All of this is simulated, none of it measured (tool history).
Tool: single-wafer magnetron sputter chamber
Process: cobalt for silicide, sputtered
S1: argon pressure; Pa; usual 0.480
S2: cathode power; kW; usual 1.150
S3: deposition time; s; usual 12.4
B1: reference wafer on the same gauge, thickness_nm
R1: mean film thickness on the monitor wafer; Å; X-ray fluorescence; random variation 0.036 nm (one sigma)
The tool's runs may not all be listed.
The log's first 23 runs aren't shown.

run   hour     S1     S2    S3     B1     R1
     284.0  -- magnet pack replaced
 24  303.8  0.480  1.150  12.4  7.895  69.03
     310.7  -- gauge calibrated
 25  318.4  0.480  1.150  12.4  7.872  68.82
 26  334.7  0.572  1.250  10.2  7.883  58.68
     344.7  -- capacitance manometer re-zeroed and calibrated
 27  351.9  0.416  1.350  10.9  7.878  72.00
 28  367.2  0.303  0.900  10.2  7.873  48.51
 29  376.2  0.641  1.150  12.4  7.873  63.43
     416.8  -- sputter target and shields replaced
 30  422.4  0.317  1.150  12.4  7.880  76.28
 31  432.6  0.480  1.150  12.4  7.874  70.15
 32  449.9  0.480  1.150  12.4  7.889  69.94
 33  486.7  0.480  1.150  12.4  7.882  69.22
 34  493.6  0.480  1.350  13.3  7.876  86.19

5 ways to go on from here, each from the tool as it stands after run 34. What would each give?
  A  494.0  0.480  1.350  12.4   ?   ?
  B  494.0  0.480  1.050  12.4   ?   ?
  C  494.0  0.405  1.350  11.6   ?   ?
  D  494.0  0.480  1.300  14.0   ?   ?
  E  494.0  0.480  1.050  13.2   ?   ?

run     B1     R1
  A  7.887  80.46
  B  7.887  63.68
  C  7.887  77.83
  D  7.887  87.69
  E  7.887  67.79
Without the tool's hidden state the same runs would have given:
run     R1
  A  82.79
  B  65.52
  C  80.08
  D  90.22
  E  69.75

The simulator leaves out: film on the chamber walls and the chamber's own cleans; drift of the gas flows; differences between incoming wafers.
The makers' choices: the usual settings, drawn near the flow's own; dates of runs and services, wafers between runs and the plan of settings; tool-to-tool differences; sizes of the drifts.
